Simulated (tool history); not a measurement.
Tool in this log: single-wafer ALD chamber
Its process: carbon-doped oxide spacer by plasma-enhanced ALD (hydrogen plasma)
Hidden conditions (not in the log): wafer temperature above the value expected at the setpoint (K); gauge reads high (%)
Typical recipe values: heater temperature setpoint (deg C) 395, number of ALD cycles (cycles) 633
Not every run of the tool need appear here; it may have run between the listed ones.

run	hour	heater temperature setpoint (deg C)	number of ALD cycles (cycles)	wafers since the last listed run	hours since the last thermocouple change	hours since the gauge calibration	read-back reference wafer on the same gauge, thickness_nm	mean film thickness on the monitor wafer (nm)
1	0	391	633	0	226.8	137.1	33.264	30.373
2	40.8	391	633	25	267.6	177.9	33.277	30.544
3	108.4	399	633	42	335.2	245.5	33.288	30.697
4	209.1	395	633	63	435.9	346.2	33.283	30.657
5	282.1	395	633	46	508.9	419.2	33.252	30.732
6	387.5	395	660	66	614.3	524.6	33.28	31.859
7	468.4	395	660	51	695.2	605.5	33.299	32.052
8	574.7	395	598	67	801.5	711.8	33.277	28.949
9	653.9	395	598	50	880.7	791	33.281	28.819
# hour 753.1: gauge calibrated
10	753.3	399	664	62	980.1	0.2	33.277	32.169
11	803.7	399	664	31	1030.5	50.6	33.345	31.947
12	850.6	402	714	29	1077.4	97.5	33.277	34.493
13	948.4	381	523	61	1175.2	195.3	33.301	25.212
# hour 988.4: thermocouple changed; heater temperature recalibrated
14	1015.6	390	633	37	27.2	262.5	33.314	30.54
15	1105.9	389	544	57	117.5	352.8	33.264	26.461
16	1183.4	395	633	49	195	430.3	33.278	30.463
17	1270.5	405	709	55	282.1	517.4	33.293	34.056
18	1330.9	395	541	38	342.5	577.8	33.34	26.322
19	1373	395	672	26	384.6	619.9	33.306	32.466
20	1419	399	576	29	430.6	665.9	33.348	27.721
21	1515.8	391	671	61	527.4	762.7	33.3	32.108
22	1617.2	391	671	64	628.8	864.1	33.248	32.51

4 options for the next run, each taken on its own from the tool as it stands now. Forecast them:
A	1618.6	395	633	0	630.2	865.5	?	?
B	1618.6	388	527	0	630.2	865.5	?	?
C	1618.6	401	669	0	630.2	865.5	?	?
D	1618.6	395	668	0	630.2	865.5	?	?

run	read-back reference wafer on the same gauge, thickness_nm	mean film thickness on the monitor wafer (nm)
A	33.238	30.522
B	33.238	25.411
C	33.238	32.203
D	33.238	32.209
With the hidden condition removed and each run's random variation left untouched, the same runs would have given:
run	mean film thickness on the monitor wafer (nm)
A	30.522
B	25.411
C	32.203
D	32.209
